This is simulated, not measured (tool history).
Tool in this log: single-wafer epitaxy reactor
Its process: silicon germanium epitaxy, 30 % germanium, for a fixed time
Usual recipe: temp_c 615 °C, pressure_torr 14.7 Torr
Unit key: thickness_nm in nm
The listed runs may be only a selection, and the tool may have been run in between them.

run,hour,temp_c,pressure_torr,wafers since the last listed run,hours since the last pyrometer calibration,hours since the last manometer calibration,hours since the showerhead was replaced,hours since the gauge calibration,"read-back reference wafer on the same gauge, thickness_nm",thickness_nm
1,0,606,14.7,0,101,1390.9,1372.1,1060.7,75.497,62.453
2,56.7,615,15.4,947,157.7,1447.6,1428.8,1117.4,75.491,74.084
3,107.8,615,12.4,853,208.8,1498.7,1479.9,1168.5,75.5,63.686
4,187.1,615,12.5,1324,288.1,1578,1559.2,1247.8,75.492,64.128
5,265.4,615,12.5,1308,366.4,1656.3,1637.5,1326.1,75.512,63.471
6,350.8,620,14.7,1426,451.8,1741.7,1722.9,1411.5,75.51,77.287
7,402.6,620,14.7,865,503.6,1793.5,1774.7,1463.3,75.483,76.836
8,449.2,620,14.7,778,550.2,1840.1,1821.3,1509.9,75.468,77.387
9,497.4,615,14.7,805,598.4,1888.3,1869.5,1558.1,75.53,71.056
10,544.1,615,14.7,780,645.1,1935,1916.2,1604.8,75.498,71.084
11,613.4,615,14.7,1157,714.4,2004.3,1985.5,1674.1,75.571,71.157
12,664.6,615,16.5,855,765.6,2055.5,2036.7,1725.3,75.495,76.52
# hour 666.9: gauge calibrated
13,726.1,615,16.5,1027,827.1,2117,2098.2,59.2,75.508,76.526
14,785.8,619,11.3,997,886.8,2176.7,2157.9,118.9,75.541,61.608
15,829.8,626,14.7,735,930.8,2220.7,2201.9,162.9,75.486,83.701
16,915.1,626,18.1,1425,1016.1,2306,2287.2,248.2,75.496,95.559
17,977,615,12.4,1034,1078,2367.9,2349.1,310.1,75.536,61.966
18,1037.1,606,14.7,1004,1138.1,2428,2409.2,370.2,75.479,61.288
# hour 1045.2: pyrometer calibrated
# hour 1051.8: showerhead replaced
19,1120.8,615,16.2,1155,75.6,2511.7,69,453.9,75.483,74.367
20,1210.9,620,14.7,1505,165.7,2601.8,159.1,544,75.484,76.174
# hour 1282.2: capacitance manometer re-zeroed and calibrated
21,1299.4,608,15.8,1344,254.2,17.2,247.6,632.5,75.479,69.632
22,1352,623,16.4,878,306.8,69.8,300.2,685.1,75.504,89.956
23,1448.7,615,16.3,1615,403.5,166.5,396.9,781.8,75.522,79.165
24,1485.3,626,13.7,611,440.1,203.1,433.5,818.4,75.527,83.231
25,1622.9,615,12,2298,577.7,340.7,571.1,956,75.505,63.04
26,1704.4,623,13.3,1361,659.2,422.2,652.6,1037.5,75.516,77.395

Below are 5 alternative next runs, each starting from the tool's condition after run 26. Predict each:
A,1704.8,615,12.8,6,659.6,422.6,653,1037.9,?,?
B,1704.8,615,13.7,6,659.6,422.6,653,1037.9,?,?
C,1704.8,604,16.7,6,659.6,422.6,653,1037.9,?,?
D,1704.8,610,13.1,6,659.6,422.6,653,1037.9,?,?
E,1704.8,600,12.5,6,659.6,422.6,653,1037.9,?,?

run,"read-back reference wafer on the same gauge, thickness_nm",thickness_nm
A,75.514,66.487
B,75.514,69.902
C,75.514,67.135
D,75.514,62.574
E,75.514,51.535
The same runs, with their run-to-run variation unchanged, on a tool lacking any hidden condition would have given:
run,thickness_nm
A,67.033
B,70.476
C,67.686
D,63.087
E,51.958
